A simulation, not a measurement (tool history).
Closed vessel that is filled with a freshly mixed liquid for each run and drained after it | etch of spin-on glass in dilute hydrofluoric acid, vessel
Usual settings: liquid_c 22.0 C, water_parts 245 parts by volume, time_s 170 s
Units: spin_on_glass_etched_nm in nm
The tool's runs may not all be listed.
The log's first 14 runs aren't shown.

run   hour  liquid_c  water_parts  time_s  wafers since the last listed run  hours since the thermometer was replaced  hours since the hydrofluoric acid flow meter was replaced  hours since the gauge calibration  read-back film thickness of the spin-on glass reference wafer, read on the same gauge (nm)  spin_on_glass_etched_nm
 15  171.0      17.0          175     230                               811                                     695.7                                                     1780.0                              509.4                                                                                      139.98                    46.39
 16  177.7      24.5          245     170                               811                                     702.4                                                     1786.7                              516.1                                                                                      139.97                    30.22
 17  187.0      22.0          290     170                              1125                                     711.7                                                     1796.0                              525.4                                                                                      140.03                    22.46
 18  199.4      22.0          245     170                              1501                                     724.1                                                     1808.4                              537.8                                                                                      140.00                    27.80
 19  214.4      22.0          245     170                              1816                                     739.1                                                     1823.4                              552.8                                                                                      140.00                    27.81
 20  231.5      25.0          315     230                              2070                                     756.2                                                     1840.5                              569.9                                                                                      140.01                    30.13
 21  248.6      22.0          190     170                              2070                                     773.3                                                     1857.6                              587.0                                                                                      140.00                    37.59
     250.6  -- thermometer replaced
 22  289.6      22.0          245      90                              4842                                      39.0                                                     1898.6                              628.0                                                                                      140.01                    14.67
 23  296.1      22.0          245     170                               786                                      45.5                                                     1905.1                              634.5                                                                                      140.01                    27.61
 24  303.5      22.0          185     170                               895                                      52.9                                                     1912.5                              641.9                                                                                      140.01                    38.67
     304.9  -- hydrofluoric acid flow meter replaced
 25  311.4      24.5          360     230                               835                                      60.8                                                        6.5                              649.8                                                                                      140.00                    24.88
     317.8  -- gauge calibrated
 26  326.4      22.0          245     170                              1816                                      75.8                                                       21.5                                8.6                                                                                      140.01                    27.74
 27  338.7      22.0          245     170                              1489                                      88.1                                                       33.8                               20.9                                                                                      140.02                    27.60
 28  356.2      24.5          300     105                              2118                                     105.6                                                       51.3                               38.4                                                                                      139.99                    14.52
 29  367.0      22.0          145     170                              1307                                     116.4                                                       62.1                               49.2                                                                                      140.01                    52.01
 30  376.0      17.0          185     260                              1089                                     125.4                                                       71.1                               58.2                                                                                      140.00                    48.93
 31  416.3      18.5          130     110                              4879                                     165.7                                                      111.4                               98.5                                                                                      140.00                    33.27
 32  422.5      22.0          320     170                               750                                     171.9                                                      117.6                              104.7                                                                                      140.00                    19.84
 33  438.3      25.5          245     240                              1912                                     187.7                                                      133.4                              120.5                                                                                      139.96                    44.74

5 ways to go on from here, each from the tool as it stands after run 33. What would each give?
  A  439.0      22.0          245     170                                84                                     188.4                                                      134.1                              121.2                                                                                           ?                        ?
  B  439.0      23.5          180     170                                84                                     188.4                                                      134.1                              121.2                                                                                           ?                        ?
  C  439.0      22.0          245     115                                84                                     188.4                                                      134.1                              121.2                                                                                           ?                        ?
  D  439.0      22.0          215     170                                84                                     188.4                                                      134.1                              121.2                                                                                           ?                        ?
  E  439.0      17.5          360     170                                84                                     188.4                                                      134.1                              121.2                                                                                           ?                        ?

run  read-back film thickness of the spin-on glass reference wafer, read on the same gauge (nm)  spin_on_glass_etched_nm
  A                                                                                      139.97                    27.66
  B                                                                                      139.97                    42.58
  C                                                                                      139.97                    18.71
  D                                                                                      139.97                    32.48
  E                                                                                      139.97                    14.42
Without the tool's hidden state the same runs would have given:
run  spin_on_glass_etched_nm
  A                    27.66
  B                    42.58
  C                    18.71
  D                    32.48
  E                    14.42
